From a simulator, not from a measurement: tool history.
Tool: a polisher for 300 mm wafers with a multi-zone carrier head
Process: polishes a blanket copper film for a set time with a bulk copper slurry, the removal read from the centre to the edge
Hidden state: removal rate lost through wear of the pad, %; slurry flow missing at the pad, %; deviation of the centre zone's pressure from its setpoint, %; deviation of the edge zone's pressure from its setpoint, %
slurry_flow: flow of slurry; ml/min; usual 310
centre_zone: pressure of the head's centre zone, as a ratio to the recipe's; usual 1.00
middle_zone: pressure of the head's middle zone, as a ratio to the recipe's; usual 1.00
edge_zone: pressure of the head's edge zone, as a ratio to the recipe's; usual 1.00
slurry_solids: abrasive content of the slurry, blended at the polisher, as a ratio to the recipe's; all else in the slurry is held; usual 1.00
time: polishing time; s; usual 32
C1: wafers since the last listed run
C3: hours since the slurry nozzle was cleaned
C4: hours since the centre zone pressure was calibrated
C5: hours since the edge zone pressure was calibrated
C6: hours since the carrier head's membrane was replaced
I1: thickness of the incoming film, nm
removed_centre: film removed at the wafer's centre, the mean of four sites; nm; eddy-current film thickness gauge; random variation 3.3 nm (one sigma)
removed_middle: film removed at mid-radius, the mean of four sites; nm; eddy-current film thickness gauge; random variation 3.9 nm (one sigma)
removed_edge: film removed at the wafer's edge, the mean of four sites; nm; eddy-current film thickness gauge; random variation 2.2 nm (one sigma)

run 1 day=0.000 | slurry_flow=310 centre_zone=1.00 middle_zone=1.00 edge_zone=1.00 slurry_solids=1.00 time=32 | C1=0 wafers_polished_on_this_pad=633 C3=26.2 C4=403.2 C5=669.9 C6=1954.7 | I1=4476.2 | removed_centre=287.9 removed_middle=279.9 removed_edge=280.5
run 2 day=0.942 | slurry_flow=310 centre_zone=1.00 middle_zone=1.00 edge_zone=1.00 slurry_solids=1.00 time=32 | C1=169 wafers_polished_on_this_pad=803 C3=48.8 C4=425.8 C5=692.5 C6=1977.3 | I1=4581.8 | removed_centre=297.5 removed_middle=273.5 removed_edge=282.4
-- day=1.325 carrier head's membrane replaced by a new one
-- day=1.467 edge zone pressure recalibrated
run 3 day=1.962 | slurry_flow=310 centre_zone=1.00 middle_zone=1.00 edge_zone=1.00 slurry_solids=1.00 time=32 | C1=131 wafers_polished_on_this_pad=934 C3=73.3 C4=450.3 C5=11.9 C6=15.3 | I1=4513.4 | removed_centre=293.0 removed_middle=269.9 removed_edge=281.6
run 4 day=4.150 | slurry_flow=310 centre_zone=1.00 middle_zone=1.05 edge_zone=1.00 slurry_solids=1.00 time=32 | C1=393 wafers_polished_on_this_pad=1327 C3=125.8 C4=502.8 C5=64.4 C6=67.8 | I1=4621.3 | removed_centre=296.4 removed_middle=289.0 removed_edge=280.0
-- day=4.525 worn pad replaced by a new one
run 5 day=5.271 | slurry_flow=310 centre_zone=1.00 middle_zone=1.00 edge_zone=0.93 slurry_solids=1.00 time=32 | C1=171 wafers_polished_on_this_pad=134 C3=152.7 C4=529.7 C5=91.3 C6=94.7 | I1=4599.2 | removed_centre=292.5 removed_middle=274.3 removed_edge=273.0
run 6 day=6.742 | slurry_flow=310 centre_zone=1.00 middle_zone=1.00 edge_zone=1.00 slurry_solids=1.00 time=38 | C1=264 wafers_polished_on_this_pad=398 C3=188.0 C4=565.0 C5=126.6 C6=130.0 | I1=4505.3 | removed_centre=352.2 removed_middle=334.6 removed_edge=329.5
run 7 day=8.004 | slurry_flow=310 centre_zone=1.00 middle_zone=1.00 edge_zone=1.00 slurry_solids=1.00 time=32 | C1=227 wafers_polished_on_this_pad=625 C3=218.3 C4=595.3 C5=156.9 C6=160.3 | I1=4570.3 | removed_centre=302.2 removed_middle=275.0 removed_edge=277.5
run 8 day=8.750 | slurry_flow=310 centre_zone=1.00 middle_zone=0.93 edge_zone=1.00 slurry_solids=1.00 time=24 | C1=134 wafers_polished_on_this_pad=759 C3=236.2 C4=613.2 C5=174.8 C6=178.2 | I1=4452.2 | removed_centre=226.6 removed_middle=193.2 removed_edge=208.5
run 9 day=9.767 | slurry_flow=375 centre_zone=1.00 middle_zone=1.00 edge_zone=1.00 slurry_solids=1.00 time=32 | C1=182 wafers_polished_on_this_pad=942 C3=260.6 C4=637.6 C5=199.2 C6=202.6 | I1=4567.9 | removed_centre=305.1 removed_middle=283.4 removed_edge=286.6
run 10 day=10.800 | slurry_flow=400 centre_zone=1.00 middle_zone=1.00 edge_zone=1.00 slurry_solids=1.00 time=36 | C1=185 wafers_polished_on_this_pad=1128 C3=285.4 C4=662.4 C5=224.0 C6=227.4 | I1=4464.1 | removed_centre=340.4 removed_middle=320.4 removed_edge=319.2
run 11 day=11.438 | slurry_flow=310 centre_zone=0.94 middle_zone=1.00 edge_zone=1.00 slurry_solids=1.15 time=26 | C1=114 wafers_polished_on_this_pad=1242 C3=300.7 C4=677.7 C5=239.3 C6=242.7 | I1=4613.1 | removed_centre=248.8 removed_middle=231.1 removed_edge=237.7
-- day=12.042 worn pad replaced by a new one
-- day=12.079 centre zone pressure recalibrated
run 12 day=12.575 | slurry_flow=385 centre_zone=1.09 middle_zone=1.00 edge_zone=1.00 slurry_solids=1.00 time=26 | C1=167 wafers_polished_on_this_pad=89 C3=328.0 C4=11.9 C5=266.6 C6=270.0 | I1=4570.4 | removed_centre=252.2 removed_middle=226.8 removed_edge=229.7
run 13 day=13.825 | slurry_flow=310 centre_zone=1.00 middle_zone=1.00 edge_zone=1.08 slurry_solids=1.00 time=42 | C1=224 wafers_polished_on_this_pad=313 C3=358.0 C4=41.9 C5=296.6 C6=300.0 | I1=4538.9 | removed_centre=357.3 removed_middle=370.3 removed_edge=372.2
run 14 day=14.538 | slurry_flow=310 centre_zone=1.07 middle_zone=1.07 edge_zone=1.00 slurry_solids=1.15 time=39 | C1=128 wafers_polished_on_this_pad=441 C3=375.1 C4=59.0 C5=313.7 C6=317.1 | I1=4500.4 | removed_centre=373.4 removed_middle=372.3 removed_edge=355.4
run 15 day=15.250 | slurry_flow=310 centre_zone=1.00 middle_zone=1.00 edge_zone=1.00 slurry_solids=1.00 time=32 | C1=128 wafers_polished_on_this_pad=569 C3=392.2 C4=76.1 C5=330.8 C6=334.2 | I1=4522.7 | removed_centre=283.5 removed_middle=280.9 removed_edge=281.8
run 16 day=16.329 | slurry_flow=310 centre_zone=1.07 middle_zone=1.00 edge_zone=1.00 slurry_solids=1.00 time=32 | C1=194 wafers_polished_on_this_pad=764 C3=418.1 C4=102.0 C5=356.7 C6=360.1 | I1=4535.3 | removed_centre=300.2 removed_middle=273.2 removed_edge=280.4
run 17 day=16.896 | slurry_flow=310 centre_zone=1.00 middle_zone=1.00 edge_zone=1.00 slurry_solids=1.00 time=32 | C1=101 wafers_polished_on_this_pad=865 C3=431.7 C4=115.6 C5=370.3 C6=373.7 | I1=4533.3 | removed_centre=280.5 removed_middle=276.6 removed_edge=279.3
run 18 day=18.292 | slurry_flow=310 centre_zone=1.00 middle_zone=1.00 edge_zone=1.00 slurry_solids=1.00 time=32 | C1=250 wafers_polished_on_this_pad=1116 C3=465.2 C4=149.1 C5=403.8 C6=407.2 | I1=4591.1 | removed_centre=281.9 removed_middle=277.6 removed_edge=278.5
-- day=19.221 worn pad replaced by a new one
run 19 day=19.604 | slurry_flow=310 centre_zone=1.00 middle_zone=1.00 edge_zone=1.09 slurry_solids=0.75 time=32 | C1=206 wafers_polished_on_this_pad=69 C3=496.7 C4=180.6 C5=435.3 C6=438.7 | I1=4503.6 | removed_centre=256.5 removed_middle=248.8 removed_edge=263.6
run 20 day=21.083 | slurry_flow=310 centre_zone=1.10 middle_zone=1.00 edge_zone=1.00 slurry_solids=1.00 time=32 | C1=265 wafers_polished_on_this_pad=335 C3=532.2 C4=216.1 C5=470.8 C6=474.2 | I1=4509.4 | removed_centre=310.6 removed_middle=284.5 removed_edge=279.3
run 21 day=22.238 | slurry_flow=310 centre_zone=0.94 middle_zone=0.94 edge_zone=0.89 slurry_solids=0.90 time=32 | C1=207 wafers_polished_on_this_pad=542 C3=559.9 C4=243.8 C5=498.5 C6=501.9 | I1=4530.0 | removed_centre=254.3 removed_middle=257.1 removed_edge=259.9
run 22 day=22.938 | slurry_flow=310 centre_zone=0.95 middle_zone=1.00 edge_zone=1.00 slurry_solids=1.00 time=32 | C1=125 wafers_polished_on_this_pad=668 C3=576.7 C4=260.6 C5=515.3 C6=518.7 | I1=4520.6 | removed_centre=268.9 removed_middle=278.8 removed_edge=279.4

3 ways to go on from here, each from the tool as it stands after run 22. What would each give?
run A day=22.954 | slurry_flow=310 centre_zone=1.00 middle_zone=1.00 edge_zone=1.00 slurry_solids=1.00 time=32 | C1=2 wafers_polished_on_this_pad=671 C3=577.1 C4=261.0 C5=515.7 C6=519.1 | I1=4561.1 | removed_centre=? removed_middle=? removed_edge=?
run B day=22.954 | slurry_flow=310 centre_zone=1.00 middle_zone=1.00 edge_zone=0.89 slurry_solids=1.00 time=32 | C1=2 wafers_polished_on_this_pad=671 C3=577.1 C4=261.0 C5=515.7 C6=519.1 | I1=4561.1 | removed_centre=? removed_middle=? removed_edge=?
run C day=22.954 | slurry_flow=230 centre_zone=1.00 middle_zone=1.09 edge_zone=0.90 slurry_solids=1.25 time=32 | C1=2 wafers_polished_on_this_pad=671 C3=577.1 C4=261.0 C5=515.7 C6=519.1 | I1=4561.1 | removed_centre=? removed_middle=? removed_edge=?

run=A removed_centre=278.7 removed_middle=274.5 removed_edge=284.1
run=B removed_centre=278.7 removed_middle=274.5 removed_edge=273.9
run=C removed_centre=290.9 removed_middle=308.7 removed_edge=288.1
Without the tool's hidden state the same runs would have given:
run=A removed_centre=275.7 removed_middle=274.5 removed_edge=284.1
run=B removed_centre=275.7 removed_middle=274.5 removed_edge=273.9
run=C removed_centre=287.8 removed_middle=308.7 removed_edge=288.1
